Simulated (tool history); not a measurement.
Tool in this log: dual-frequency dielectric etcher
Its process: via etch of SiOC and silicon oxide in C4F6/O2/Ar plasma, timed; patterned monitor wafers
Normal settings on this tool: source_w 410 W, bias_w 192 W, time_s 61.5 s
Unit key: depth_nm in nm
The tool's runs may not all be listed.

run,hour,source_w,bias_w,time_s,"read-back reference wafer on the same gauge, depth_nm",depth_nm
1,0.0,410,192,69.5,68.4,75.7
# hour 9.2: gauge calibrated
2,10.4,480,192,69.5,68.4,79.8
3,17.7,410,192,61.5,68.4,66.9
# hour 84.2: upper electrode replaced
4,84.7,410,192,61.5,68.4,67.3
5,85.0,410,192,61.5,68.4,66.7
6,100.2,410,192,61.5,68.4,67.1
7,117.1,410,192,61.5,68.3,67.0
# hour 157.1: wet clean of the chamber
8,158.9,410,192,57.0,68.4,61.3
# hour 173.8: gauge calibrated
9,174.8,350,156,54.0,68.3,52.7
# hour 187.7: source power generator calibrated
10,188.2,440,178,67.5,68.4,73.0

Estimate the outcome of run 11 from the log above:
# hour 193.8: bias power generator calibrated
11,196.5,490,179,71.5,?,?

read-back reference wafer on the same gauge, depth_nm: 68.4
depth_nm: 80.8 nm
Were there no unlogged condition in the tool, this run, its random variation unchanged, would have produced depth_nm 80.8 nm.

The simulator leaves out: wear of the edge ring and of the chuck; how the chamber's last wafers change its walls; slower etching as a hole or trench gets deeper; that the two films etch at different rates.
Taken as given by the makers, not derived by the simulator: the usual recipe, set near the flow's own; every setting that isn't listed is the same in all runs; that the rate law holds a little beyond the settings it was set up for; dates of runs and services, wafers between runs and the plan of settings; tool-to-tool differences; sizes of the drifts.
